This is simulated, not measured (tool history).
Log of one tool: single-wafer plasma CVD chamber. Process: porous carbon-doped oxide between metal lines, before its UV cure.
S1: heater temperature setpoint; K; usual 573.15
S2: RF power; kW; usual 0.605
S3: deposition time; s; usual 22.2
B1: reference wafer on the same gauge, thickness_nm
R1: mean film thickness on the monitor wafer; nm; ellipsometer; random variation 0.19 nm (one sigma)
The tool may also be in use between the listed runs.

run   hour      S1     S2    S3       B1       R1
  1    0.0  573.15  0.605  22.2  124.002  124.433
  2   11.8  573.15  0.605  24.1  123.984  134.446
  3   22.4  573.15  0.605  22.2  124.062  124.576
  4   37.5  573.15  0.605  22.2  124.039  124.251
  5   43.7  573.15  0.605  18.8  124.000  106.083
  6   52.1  573.15  0.605  18.8  123.966  105.801
  7   68.1  573.15  0.605  22.2  124.024  123.873
  8   79.8  573.15  0.605  22.2  123.991  124.435
  9   93.2  573.15  0.605  22.2  123.970  124.220
 10  106.2  573.15  0.605  22.2  124.004  124.273
     118.0  -- thermocouple changed; heater temperature recalibrated
 11  118.5  573.15  0.645  22.2  123.971  126.019
     127.4  -- gauge calibrated
     129.4  -- RF generator calibrated
 12  129.9  573.15  0.645  22.2  123.994  131.774
 13  132.2  573.15  0.560  22.2  123.943  118.171
 14  139.3  573.15  0.560  22.2  124.005  118.090
 15  145.4  584.15  0.710  22.2  124.041  132.551
 16  156.6  561.15  0.500  20.2  124.013  106.696
     169.4  -- showerhead replaced
 17  169.9  573.15  0.605  22.2  123.996  125.982
 18  177.7  573.15  0.500  25.7  124.026  124.254
 19  192.0  586.15  0.660  18.7  124.073  105.058
 20  200.0  573.15  0.605  21.0  124.005  119.346
 21  209.5  573.15  0.605  22.2  124.016  126.163
 22  221.4  573.15  0.605  22.2  123.938  125.758
 23  230.1  586.15  0.655  25.5  124.115  141.162
 24  242.1  573.15  0.665  22.2  123.936  135.335
 25  252.5  573.15  0.605  22.2  124.084  126.143
 26  263.4  582.15  0.530  19.5  123.966   94.577
 27  275.2  573.15  0.605  22.2  124.014  125.999
 28  290.2  573.15  0.605  19.0  123.988  108.512
 29  298.1  573.15  0.605  22.2  124.070  126.036

3 ways to go on from here, each from the tool as it stands after run 29. What would each give?
  A  298.5  573.15  0.605  22.2   ?   ?
  B  298.5  561.15  0.670  25.4   ?   ?
  C  298.5  568.15  0.605  22.2   ?   ?

run       B1       R1
  A  123.931  126.000
  B  123.931  168.115
  C  123.931  130.176
Without the tool's hidden state the same runs would have given:
run       R1
  A  125.713
  B  167.573
  C  129.851

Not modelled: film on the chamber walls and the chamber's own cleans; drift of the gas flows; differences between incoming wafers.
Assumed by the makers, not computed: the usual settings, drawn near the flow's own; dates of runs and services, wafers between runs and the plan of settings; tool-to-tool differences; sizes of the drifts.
